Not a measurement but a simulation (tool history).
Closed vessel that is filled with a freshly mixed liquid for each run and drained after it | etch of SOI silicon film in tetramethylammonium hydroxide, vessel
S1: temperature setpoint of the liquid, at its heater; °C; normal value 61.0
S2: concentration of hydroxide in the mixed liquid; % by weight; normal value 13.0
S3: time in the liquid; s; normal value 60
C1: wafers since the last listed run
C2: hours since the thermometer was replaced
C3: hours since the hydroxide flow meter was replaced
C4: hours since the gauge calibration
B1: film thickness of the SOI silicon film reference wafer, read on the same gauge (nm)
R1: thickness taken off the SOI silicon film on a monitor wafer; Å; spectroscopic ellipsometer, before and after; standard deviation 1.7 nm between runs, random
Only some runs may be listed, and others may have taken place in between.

| run | hour | S1 | S2 | S3 | C1 | C2 | C3 | C4 | B1 | R1 |
|---|---|---|---|---|---|---|---|---|---|---|
| 1 | 0.0 | 61.0 | 13.0 | 60 | 0 | 1643.0 | 1577.4 | 246.1 | 120.01 | 2024.1 |
| 2 | 22.7 | 61.0 | 13.0 | 60 | 2272 | 1665.7 | 1600.1 | 268.8 | 119.99 | 2016.5 |
| 3 | 53.3 | 61.0 | 13.0 | 60 | 3062 | 1696.3 | 1630.7 | 299.4 | 119.99 | 2027.0 |
| 4 | 71.6 | 61.0 | 13.0 | 60 | 1831 | 1714.6 | 1649.0 | 317.7 | 120.02 | 2033.0 |
| 5 | 86.8 | 61.0 | 13.0 | 60 | 1521 | 1729.8 | 1664.2 | 332.9 | 120.02 | 2007.5 |
| 6 | 99.7 | 61.0 | 13.0 | 60 | 1291 | 1742.7 | 1677.1 | 345.8 | 120.00 | 2009.0 |
| 7 | 121.3 | 61.0 | 14.5 | 60 | 2161 | 1764.3 | 1698.7 | 367.4 | 120.03 | 1902.6 |
| 8 | 148.5 | 61.0 | 13.0 | 60 | 2722 | 1791.5 | 1725.9 | 394.6 | 120.02 | 1992.0 |
| 9 | 165.9 | 61.0 | 13.0 | 60 | 1741 | 1808.9 | 1743.3 | 412.0 | 120.00 | 1997.1 |
| 10 | 183.2 | 61.0 | 13.0 | 60 | 1731 | 1826.2 | 1760.6 | 429.3 | 119.99 | 1994.3 |
| 11 | 206.8 | 65.0 | 13.0 | 60 | 2362 | 1849.8 | 1784.2 | 452.9 | 119.99 | 2539.2 |
| 12 | 223.1 | 65.0 | 13.0 | 60 | 1631 | 1866.1 | 1800.5 | 469.2 | 119.99 | 2535.9 |
| 13 | 251.7 | 61.0 | 13.0 | 75 | 2862 | 1894.7 | 1829.1 | 497.8 | 120.00 | 2476.4 |
| 14 | 277.6 | 67.5 | 10.5 | 95 | 2592 | 1920.6 | 1855.0 | 523.7 | 120.00 | 5083.3 |
| 15 | 290.7 | 61.0 | 13.0 | 40 | 1311 | 1933.7 | 1868.1 | 536.8 | 119.98 | 1324.4 |
| 16 | 306.5 | 66.0 | 11.0 | 60 | 1581 | 1949.5 | 1883.9 | 552.6 | 120.00 | 2885.2 |
| 17 | 337.0 | 61.0 | 13.0 | 60 | 3052 | 1980.0 | 1914.4 | 583.1 | 119.97 | 1999.8 |
| 18 | 355.2 | 68.0 | 13.0 | 30 | 1821 | 1998.2 | 1932.6 | 601.3 | 120.00 | 1507.3 |
| 19 | 385.6 | 61.0 | 13.0 | 60 | 3042 | 2028.6 | 1963.0 | 631.7 | 120.01 | 1978.4 |
| 20 | 402.9 | 61.0 | 10.5 | 60 | 1731 | 2045.9 | 1980.3 | 649.0 | 120.00 | 2135.0 |
|  | 407.9 | thermometer replaced |
|  | 418.2 | gauge calibrated |
| 21 | 425.6 | 61.0 | 13.0 | 60 | 2171 | 17.7 | 2003.0 | 7.4 | 120.00 | 2257.4 |
|  | 444.3 | hydroxide flow meter replaced |
| 22 | 447.0 | 67.5 | 10.5 | 95 | 2041 | 39.1 | 2.7 | 28.8 | 120.00 | 5832.5 |
| 23 | 477.1 | 56.5 | 17.0 | 60 | 3012 | 69.2 | 32.8 | 58.9 | 119.99 | 1520.0 |
| 24 | 500.6 | 58.5 | 13.0 | 60 | 2352 | 92.7 | 56.3 | 82.4 | 120.00 | 1918.2 |
| 25 | 526.8 | 67.0 | 13.0 | 60 | 2622 | 118.9 | 82.5 | 108.6 | 119.99 | 3282.1 |
| 26 | 543.0 | 63.5 | 13.0 | 90 | 1621 | 135.1 | 98.7 | 124.8 | 120.03 | 3997.0 |
| 27 | 563.5 | 61.0 | 13.0 | 60 | 2051 | 155.6 | 119.2 | 145.3 | 119.99 | 2276.3 |

Alternative continuations, all from the tool just after run 27; predict every row:
| A | 564.2 | 61.0 | 11.0 | 60 | 70 | 156.3 | 119.9 | 146.0 | ? | ? |
| B | 564.2 | 63.0 | 13.0 | 60 | 70 | 156.3 | 119.9 | 146.0 | ? | ? |
| C | 564.2 | 61.0 | 9.0 | 60 | 70 | 156.3 | 119.9 | 146.0 | ? | ? |
| D | 564.2 | 61.0 | 13.0 | 85 | 70 | 156.3 | 119.9 | 146.0 | ? | ? |

| run | B1 | R1 |
|---|---|---|
| A | 120.04 | 2413.2 |
| B | 120.04 | 2551.1 |
| C | 120.04 | 2597.2 |
| D | 120.04 | 3194.9 |
Had the tool no hidden state, the same runs would have come out as:
| run | R1 |
|---|---|
| A | 2450.9 |
| B | 2590.5 |
| C | 2637.8 |
| D | 3244.8 |
